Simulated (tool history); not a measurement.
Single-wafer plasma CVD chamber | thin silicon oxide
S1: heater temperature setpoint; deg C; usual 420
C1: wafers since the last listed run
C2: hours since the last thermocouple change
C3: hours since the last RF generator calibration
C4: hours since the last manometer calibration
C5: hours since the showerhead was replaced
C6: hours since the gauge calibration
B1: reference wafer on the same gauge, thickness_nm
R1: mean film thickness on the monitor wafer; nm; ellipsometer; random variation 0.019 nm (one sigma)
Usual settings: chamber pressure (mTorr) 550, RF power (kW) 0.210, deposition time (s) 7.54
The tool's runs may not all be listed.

Run 1, hour 0.0: usual settings but S1 409 deg C; C1 0; C2 495.4; C3 2395.5; C4 1947.0; C5 7146.9; C6 741.7; B1 9.095. Result: R1 7.928 nm.
Run 2, hour 37.8: usual settings but S1 409 deg C; C1 846; C2 533.2; C3 2433.3; C4 1984.8; C5 7184.7; C6 779.5; B1 9.084. Result: R1 7.940 nm.
Run 3, hour 72.0: usual settings but S1 409 deg C; C1 766; C2 567.4; C3 2467.5; C4 2019.0; C5 7218.9; C6 813.7; B1 9.096. Result: R1 7.922 nm.
Run 4, hour 103.5: usual settings but chamber pressure (mTorr) 471; C1 705; C2 598.9; C3 2499.0; C4 2050.5; C5 7250.4; C6 845.2; B1 9.086. Result: R1 6.983 nm.
Run 5, hour 174.3: usual settings; C1 1586; C2 669.7; C3 2569.8; C4 2121.3; C5 7321.2; C6 916.0; B1 9.090. Result: R1 7.881 nm.
Run 6, hour 231.8: usual settings but deposition time (s) 6.78; C1 1288; C2 727.2; C3 2627.3; C4 2178.8; C5 7378.7; C6 973.5; B1 9.091. Result: R1 7.067 nm.
Run 7, hour 256.5: usual settings but deposition time (s) 6.78; C1 553; C2 751.9; C3 2652.0; C4 2203.5; C5 7403.4; C6 998.2; B1 9.091. Result: R1 7.068 nm.
Run 8, hour 314.1: usual settings; C1 1290; C2 809.5; C3 2709.6; C4 2261.1; C5 7461.0; C6 1055.8; B1 9.098. Result: R1 7.853 nm.
Run 9, hour 339.8: usual settings; C1 575; C2 835.2; C3 2735.3; C4 2286.8; C5 7486.7; C6 1081.5; B1 9.087. Result: R1 7.854 nm.
At hour 363.2: showerhead replaced.
Run 10, hour 388.9: usual settings; C1 920; C2 884.3; C3 2784.4; C4 2335.9; C5 25.7; C6 1130.6; B1 9.090. Result: R1 7.850 nm.
Run 11, hour 414.1: usual settings; C1 564; C2 909.5; C3 2809.6; C4 2361.1; C5 50.9; C6 1155.8; B1 9.091. Result: R1 7.868 nm.
At hour 438.6: RF generator calibrated.
Run 12, hour 442.1: usual settings; C1 448; C2 937.5; C3 3.5; C4 2389.1; C5 78.9; C6 1183.8; B1 9.089. Result: R1 7.847 nm.
At hour 444.2: gauge calibrated.
Run 13, hour 486.2: usual settings but S1 433 deg C, chamber pressure (mTorr) 419; C1 987; C2 981.6; C3 47.6; C4 2433.2; C5 123.0; C6 42.0; B1 9.085. Result: R1 6.335 nm.
Run 14, hour 513.8: usual settings but deposition time (s) 6.07; C1 618; C2 1009.2; C3 75.2; C4 2460.8; C5 150.6; C6 69.6; B1 9.094. Result: R1 6.293 nm.
Run 15, hour 565.0: usual settings; C1 1147; C2 1060.4; C3 126.4; C4 2512.0; C5 201.8; C6 120.8; B1 9.091. Result: R1 7.855 nm.
At hour 580.6: thermocouple changed; heater temperature recalibrated.
Run 16, hour 591.7: usual settings but RF power (kW) 0.190; C1 418; C2 11.1; C3 153.1; C4 2538.7; C5 228.5; C6 147.5; B1 9.090. Result: R1 7.408 nm.
Run 17, hour 644.5: usual settings but S1 411 deg C, deposition time (s) 6.97; C1 1182; C2 63.9; C3 205.9; C4 2591.5; C5 281.3; C6 200.3; B1 9.086. Result: R1 7.299 nm.
At hour 666.5: capacitance manometer re-zeroed and calibrated.
Run 18, hour 679.4: usual settings but RF power (kW) 0.195; C1 602; C2 98.8; C3 240.8; C4 12.9; C5 316.2; C6 235.2; B1 9.089. Result: R1 7.961 nm.
Run 19, hour 739.2: usual settings but S1 409 deg C, chamber pressure (mTorr) 641, deposition time (s) 8.44; C1 1339; C2 158.6; C3 300.6; C4 72.7; C5 376.0; C6 295.0; B1 9.093. Result: R1 10.498 nm.
Run 20, hour 775.4: usual settings but S1 435 deg C, chamber pressure (mTorr) 421; C1 810; C2 194.8; C3 336.8; C4 108.9; C5 412.2; C6 331.2; B1 9.088. Result: R1 6.689 nm.
Run 21, hour 805.3: usual settings; C1 669; C2 224.7; C3 366.7; C4 138.8; C5 442.1; C6 361.1; B1 9.090. Result: R1 8.262 nm.
Run 22, hour 839.2: usual settings but S1 424 deg C, chamber pressure (mTorr) 666, deposition time (s) 8.34; C1 759; C2 258.6; C3 400.6; C4 172.7; C5 476.0; C6 395.0; B1 9.090. Result: R1 10.532 nm.
Run 23, hour 876.2: usual settings but deposition time (s) 8.64; C1 828; C2 295.6; C3 437.6; C4 209.7; C5 513.0; C6 432.0; B1 9.090. Result: R1 9.386 nm.
Run 24, hour 916.3: usual settings but S1 424 deg C, RF power (kW) 0.240; C1 898; C2 335.7; C3 477.7; C4 249.8; C5 553.1; C6 472.1; B1 9.093. Result: R1 8.727 nm.
Run 25, hour 978.6: usual settings; C1 1395; C2 398.0; C3 540.0; C4 312.1; C5 615.4; C6 534.4; B1 9.098. Result: R1 8.152 nm.

4 ways to go on from here, each from the tool as it stands after run 25. What would each give?
Run A, hour 979.0: usual settings; C1 8; C2 398.4; C3 540.4; C4 312.5; C5 615.8; C6 534.8; B1 ?. Result: R1 ?.
Run B, hour 979.0: usual settings but S1 406 deg C, deposition time (s) 8.54; C1 8; C2 398.4; C3 540.4; C4 312.5; C5 615.8; C6 534.8; B1 ?. Result: R1 ?.
Run C, hour 979.0: usual settings but chamber pressure (mTorr) 488, deposition time (s) 8.57; C1 8; C2 398.4; C3 540.4; C4 312.5; C5 615.8; C6 534.8; B1 ?. Result: R1 ?.
Run D, hour 979.0: usual settings but S1 434 deg C; C1 8; C2 398.4; C3 540.4; C4 312.5; C5 615.8; C6 534.8; B1 ?. Result: R1 ?.

run     B1     R1
  A  9.094  8.162
  B  9.094  9.338
  C  9.094  8.470
  D  9.094  8.078
Without the tool's hidden state the same runs would have given:
run     R1
  A  8.307
  B  9.503
  C  8.620
  D  8.221

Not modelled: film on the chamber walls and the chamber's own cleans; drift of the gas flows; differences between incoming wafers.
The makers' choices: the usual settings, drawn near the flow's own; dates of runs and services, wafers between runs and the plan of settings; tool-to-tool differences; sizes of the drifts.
